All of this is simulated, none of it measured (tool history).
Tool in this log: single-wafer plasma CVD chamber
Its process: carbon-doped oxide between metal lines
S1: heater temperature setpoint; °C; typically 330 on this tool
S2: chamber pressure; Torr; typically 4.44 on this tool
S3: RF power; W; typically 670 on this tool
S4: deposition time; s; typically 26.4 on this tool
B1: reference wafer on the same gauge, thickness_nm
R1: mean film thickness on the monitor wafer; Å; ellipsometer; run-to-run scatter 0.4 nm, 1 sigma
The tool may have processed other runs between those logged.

run    hour   S1    S2   S3    S4       B1       R1
  1       0  341  4.44  625  26.4  181.188  1503.66
  2    63.5  341  4.44  625  26.4  181.074  1500.71
       92.3  -- capacitance manometer re-zeroed and calibrated
  3    95.2  330  4.44  670  26.4  181.016   1587.2
  4     148  330  4.44  670  26.4  180.938  1588.85
  5   206.3  330  4.44  670  26.4  180.817  1583.58
  6   268.8  322  4.44  670  26.4  180.955  1623.34
  7   305.9  324  4.73  590  28.1  181.043  1655.99
  8   355.8  337  4.44  670  28.6  181.174  1668.74
  9   380.6  330  4.44  670  26.4   181.03  1573.14
      395.3  -- thermocouple changed; heater temperature recalibrated
 10   411.8  342   5.1  745  24.5  181.214  1518.18
 11   459.5  330  4.44  765  21.9  181.106  1403.61
 12     516  330  5.44  670  29.3  180.929  1836.38
        542  -- RF generator calibrated
 13     583  323  5.53  750  30.8  181.089  2061.56
 14   614.8  317  3.47  780  23.3  181.235  1528.19
 15   669.7  320  4.44  670  26.4  180.897  1669.75
      685.2  -- gauge calibrated
 16   722.6  330  4.44  730  30.4  180.861   1903.1
 17   752.5  343  4.44  670  29.4  181.264  1715.22
 18   817.9  330  4.44  755  26.4  181.072  1680.09
 19   869.1  330  3.61  670  26.4  181.157  1570.72
 20   929.9  321  4.72  570  26.4  180.883  1595.47
 21   966.5  330  4.44  730  30.4  180.844   1900.8
 22   992.2  330  4.44  670  28.9  180.967  1760.37
 23  1035.4  334   4.9  620  28.4  180.919  1682.71
 24  1060.4  330  4.44  670  26.4  180.967  1603.75
 25  1110.5  330  4.44  730  30.4  180.938  1898.66
 26  1140.2  341   3.7  720  31.4  181.087  1835.85
 27  1198.8  330  4.44  670  26.4  180.954  1609.77
 28  1250.9  323  4.44  775  31.5  181.064   2059.7

Here are 4 independent what-if runs from the current tool condition. What would each one return?
  A  1251.3  330  4.44  670  26.4   ?   ?
  B  1251.3  337  4.08  670  22.3   ?   ?
  C  1251.3  330  5.14  670  27.8   ?   ?
  D  1251.3  336   4.9  635    22   ?   ?

run      B1       R1
  A  181.15  1598.99
  B  181.15   1310.8
  C  181.15  1715.44
  D  181.15  1304.86
Without the tool's hidden state the same runs would have given:
run       R1
  A  1599.22
  B  1310.99
  C  1715.69
  D  1305.05

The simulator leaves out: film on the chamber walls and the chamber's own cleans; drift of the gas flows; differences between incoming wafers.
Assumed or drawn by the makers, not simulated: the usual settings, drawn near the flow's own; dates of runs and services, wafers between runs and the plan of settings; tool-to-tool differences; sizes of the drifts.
